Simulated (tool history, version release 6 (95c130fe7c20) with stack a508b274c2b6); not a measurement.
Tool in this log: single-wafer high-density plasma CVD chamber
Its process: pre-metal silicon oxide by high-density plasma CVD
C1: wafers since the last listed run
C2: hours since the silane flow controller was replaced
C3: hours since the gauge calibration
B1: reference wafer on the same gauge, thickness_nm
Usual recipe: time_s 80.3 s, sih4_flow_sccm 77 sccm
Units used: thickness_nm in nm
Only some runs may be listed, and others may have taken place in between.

{"run": 1, "hour": 0.0, "time_s": 85.1, "sih4_flow_sccm": 85, "C1": 0, "C2": 2023.8, "C3": 14.9, "B1": 475.29, "thickness_nm": 676.194}
{"run": 2, "hour": 92.3, "time_s": 80.3, "sih4_flow_sccm": 83, "C1": 1128, "C2": 2116.1, "C3": 107.2, "B1": 474.517, "thickness_nm": 624.016}
{"run": 3, "hour": 161.2, "time_s": 80.3, "sih4_flow_sccm": 83, "C1": 842, "C2": 2185.0, "C3": 176.1, "B1": 473.566, "thickness_nm": 620.393}
{"run": 4, "hour": 476.7, "time_s": 74.8, "sih4_flow_sccm": 77, "C1": 3855, "C2": 2500.5, "C3": 491.6, "B1": 469.488, "thickness_nm": 545.132}
{"run": 5, "hour": 627.8, "time_s": 74.8, "sih4_flow_sccm": 77, "C1": 1846, "C2": 2651.6, "C3": 642.7, "B1": 467.397, "thickness_nm": 540.156}
{"run": 6, "hour": 719.1, "time_s": 88.5, "sih4_flow_sccm": 77, "C1": 1115, "C2": 2742.9, "C3": 734.0, "B1": 465.583, "thickness_nm": 640.94}
{"run": 7, "hour": 805.5, "time_s": 80.3, "sih4_flow_sccm": 77, "C1": 1055, "C2": 2829.3, "C3": 820.4, "B1": 464.139, "thickness_nm": 575.425}
{"run": 8, "hour": 856.6, "time_s": 80.3, "sih4_flow_sccm": 77, "C1": 624, "C2": 2880.4, "C3": 871.5, "B1": 463.648, "thickness_nm": 573.923}
{"run": 9, "hour": 960.7, "time_s": 80.3, "sih4_flow_sccm": 77, "C1": 1272, "C2": 2984.5, "C3": 975.6, "B1": 462.36, "thickness_nm": 574.999}
{"hour": 966.4, "done": "gauge calibrated"}
{"run": 10, "hour": 1047.5, "time_s": 91.2, "sih4_flow_sccm": 68, "C1": 1060, "C2": 3071.3, "C3": 81.1, "B1": 473.691, "thickness_nm": 609.838}
{"run": 11, "hour": 1104.8, "time_s": 70.0, "sih4_flow_sccm": 64, "C1": 700, "C2": 3128.6, "C3": 138.4, "B1": 473.101, "thickness_nm": 444.999}
{"run": 12, "hour": 1145.2, "time_s": 80.3, "sih4_flow_sccm": 77, "C1": 493, "C2": 3169.0, "C3": 178.8, "B1": 472.051, "thickness_nm": 586.581}
{"run": 13, "hour": 1196.7, "time_s": 76.1, "sih4_flow_sccm": 73, "C1": 629, "C2": 3220.5, "C3": 230.3, "B1": 471.401, "thickness_nm": 534.902}
{"hour": 1231.7, "done": "silane flow controller replaced"}
{"run": 14, "hour": 1277.5, "time_s": 90.1, "sih4_flow_sccm": 65, "C1": 889, "C2": 45.8, "C3": 311.1, "B1": 470.588, "thickness_nm": 581.232}
{"run": 15, "hour": 1364.8, "time_s": 80.3, "sih4_flow_sccm": 67, "C1": 1066, "C2": 133.1, "C3": 398.4, "B1": 469.017, "thickness_nm": 526.039}
{"run": 16, "hour": 1429.6, "time_s": 65.7, "sih4_flow_sccm": 86, "C1": 791, "C2": 197.9, "C3": 463.2, "B1": 468.095, "thickness_nm": 521.86}
{"run": 17, "hour": 1528.3, "time_s": 80.3, "sih4_flow_sccm": 87, "C1": 1206, "C2": 296.6, "C3": 561.9, "B1": 467.128, "thickness_nm": 636.785}
{"run": 18, "hour": 1611.4, "time_s": 89.1, "sih4_flow_sccm": 84, "C1": 1015, "C2": 379.7, "C3": 645.0, "B1": 466.024, "thickness_nm": 684.133}

Forecast run 19:
{"run": 19, "hour": 1693.8, "time_s": 69.5, "sih4_flow_sccm": 85, "C1": 1007, "C2": 462.1, "C3": 727.4, "B1": "?", "thickness_nm": "?"}

Logged for run 19: B1 464.919, thickness_nm 538.708 nm.
Had the tool carried no hidden state, the very same run would have given thickness_nm 549.471 nm.
